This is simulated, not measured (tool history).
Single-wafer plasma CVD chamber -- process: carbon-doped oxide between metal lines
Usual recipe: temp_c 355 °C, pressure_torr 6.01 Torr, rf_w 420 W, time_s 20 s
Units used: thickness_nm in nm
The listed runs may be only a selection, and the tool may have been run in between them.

run   hour  temp_c  pressure_torr  rf_w  time_s  read-back reference wafer on the same gauge, thickness_nm  thickness_nm
  1      0     355           6.84   420      20                                                     74.682        82.652
  2   12.2     355           6.84   420      20                                                     74.703        82.319
  3   28.8     355           6.84   420      20                                                     74.706         82.63
  4   42.4     355           6.01   420      20                                                     74.709        81.686
  5   49.1     355           6.01   420      20                                                     74.684        81.592
  6   58.7     355           6.01   420      20                                                     74.713        81.662
  7     66     355           6.01   420      20                                                     74.703        81.772
      88.1  -- RF generator calibrated
      88.4  -- gauge calibrated
  8     94     355           6.01   420      20                                                     74.703         86.43
  9  100.3     355           7.11   345      20                                                     74.694         76.22
 10  111.6     363           7.26   450      20                                                     74.722        89.941
     126.5  -- thermocouple changed; heater temperature recalibrated
     154.3  -- capacitance manometer re-zeroed and calibrated
 11  156.6     362           6.01   420    22.2                                                     74.697         94.02
 12  163.8     355           4.57   420    22.6                                                     74.687        93.046
     174.1  -- showerhead replaced
 13  179.5     355           6.01   420      20                                                     74.715        85.891
 14    193     355           7.37   420      20                                                     74.709        87.477
 15  206.1     345           5.01   385    21.3                                                     74.713        86.095
 16  213.2     355           6.01   420      20                                                     74.703        85.663
 17  227.6     369           6.01   480      20                                                     74.684        91.138

Below are 4 alternative next runs, each starting from the tool's condition after run 17. Predict each:
  A   228     355           4.51   420      20                                                          ?             ?
  B   228     361           6.01   490      22                                                          ?             ?
  C   228     355           5.01   355      20                                                          ?             ?
  D   228     355            7.1   420      20                                                          ?             ?

run  read-back reference wafer on the same gauge, thickness_nm  thickness_nm
  A                                                     74.711         82.17
  B                                                     74.711       102.663
  C                                                     74.711        74.247
  D                                                     74.711        86.843
Without the tool's unlogged condition, the same runs would have read:
run  thickness_nm
  A        83.482
  B       104.078
  C         75.48
  D         88.23
